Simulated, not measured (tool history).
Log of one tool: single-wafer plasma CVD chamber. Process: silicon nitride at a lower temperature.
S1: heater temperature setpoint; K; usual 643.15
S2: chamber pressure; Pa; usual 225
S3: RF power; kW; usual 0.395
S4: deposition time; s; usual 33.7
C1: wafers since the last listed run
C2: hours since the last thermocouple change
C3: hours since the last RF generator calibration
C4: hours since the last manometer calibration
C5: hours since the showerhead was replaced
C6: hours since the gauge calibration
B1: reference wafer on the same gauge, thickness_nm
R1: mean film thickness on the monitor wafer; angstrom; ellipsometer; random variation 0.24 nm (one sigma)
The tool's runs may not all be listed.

run     day      S1   S2     S3    S4   C1     C2     C3      C4     C5     C6      B1      R1
  1       0  643.15  225  0.395  33.7    0   12.4  799.8  1174.1   38.1   55.5   54.25  467.82
  2   0.929  643.15  225  0.395  33.7  426   34.7  822.1  1196.4   60.4   77.8  54.174  466.48
  3   2.138  651.15  225  0.395  33.7  554   63.7  851.1  1225.4   89.4  106.8  54.287  468.48
      2.562  -- RF generator calibrated
  4   3.417  651.15  225  0.395  33.7  433   94.4   20.5  1256.1  120.1  137.5  54.198  463.19
  5   4.021  643.15  225  0.395  33.7  277  108.9     35  1270.6  134.6    152  54.107  465.43
      4.983  -- capacitance manometer re-zeroed and calibrated
  6   5.004  649.15  225   0.36  33.7  298  132.5   58.6     0.5  158.2  175.6  54.135  451.74
  7   6.342  643.15  225  0.425  33.7  613  164.6   90.7    32.6  190.3  207.7  54.223  499.27
  8   7.396  651.15  205  0.365  29.1  483  189.9    116    57.9  215.6    233  54.095  381.15
  9   8.383  648.15  176  0.395  33.7  452  213.6  139.7    81.6  239.3  256.7  54.069  433.84
 10   9.062  634.15  225  0.345  27.6  311  229.9    156    97.9  255.6    273  54.192  362.55
 11  10.025  631.15  225  0.365  33.7  441    253  179.1     121  278.7  296.1  54.191  459.25
 12   11.15  643.15  225  0.395  33.7  515    280  206.1     148  305.7  323.1  54.171  477.13
 13   12.05  643.15  279  0.395  33.7  412  301.6  227.7   169.6  327.3  344.7  54.163  514.26
 14  12.642  643.15  225  0.395  33.7  271  315.8  241.9   183.8  341.5  358.9  54.194  478.04
 15  14.529  643.15  225  0.395  33.7  865  361.1  287.2   229.1  386.8  404.2  54.256  478.55
 16  15.079  652.15  281  0.395  33.7  252  374.3  300.4   242.3    400  417.4  54.182  512.62
 17  16.442  643.15  225  0.395  33.7  624    407  333.1     275  432.7  450.1  54.231  478.18
 18  17.208  643.15  225  0.455  28.3  351  425.4  351.5   293.4  451.1  468.5  54.244  433.63
 19  18.375  643.15  263  0.395  33.7  535  453.4  379.5   321.4  479.1  496.5   54.22  496.22
 20  19.775  643.15  269  0.395  33.7  642    487  413.1     355  512.7  530.1  54.185     506
 21  20.288  643.15  225  0.475    36  235  499.3  425.4   367.3    525  542.4  54.153  565.71
 22  20.788  643.15  200  0.435  28.8  229  511.3  437.4   379.3    537  554.4  54.124  412.86
 23  21.758  643.15  225  0.395  33.7  445  534.6  460.7   402.6  560.3  577.7  54.257  479.39
 24  22.842  643.15  225  0.395  33.7  496  560.6  486.7   428.6  586.3  603.7  54.293  475.17
 25  23.479  643.15  243  0.435  33.7  292  575.9    502   443.9  601.6    619  54.308   521.5
 26  24.467  653.15  205   0.47  39.1  452  599.6  525.7   467.6  625.3  642.7  54.168  585.99
 27    25.2  657.15  273  0.335  40.2  336  617.2  543.3   485.2  642.9  660.3  54.157  543.69
 28  26.388  643.15  225  0.395  33.7  544  645.7  571.8   513.7  671.4  688.8  54.262  476.55
 29  27.558  643.15  225  0.395  28.7  536  673.8  599.9   541.8  699.5  716.9  54.079  405.37

Hidden state or all else? Some run-to-run changes of R1, split into what the settings, what came in and random variation would give without the hidden state, and what is left for the hidden state (with any gauge scatter that isn't in both results):
The hidden state here: wafer temperature above the value expected at the setpoint (K); delivered RF power above the setpoint (%); true pressure above the setpoint (%); gauge reads high (%).
Run 5 -> 6: S1 643.15 -> 649.15, S3 0.395 -> 0.36, capacitance manometer re-zeroed and calibrated. R1 -13.69 angstrom: hidden state +12.13, all else -25.82.
Run 7 -> 8: S1 643.15 -> 651.15, S2 225 -> 205, S3 0.425 -> 0.365, S4 33.7 -> 29.1. R1 -118.12 angstrom: hidden state -0.14, all else -117.98.
Run 21 -> 22: S2 225 -> 200, S3 0.475 -> 0.435, S4 36 -> 28.8. R1 -152.85 angstrom: hidden state +0.86, all else -153.71.
Run 25 -> 26: S1 643.15 -> 653.15, S2 243 -> 205, S3 0.435 -> 0.47, S4 33.7 -> 39.1. R1 +64.49 angstrom: hidden state -1.05, all else +65.54.
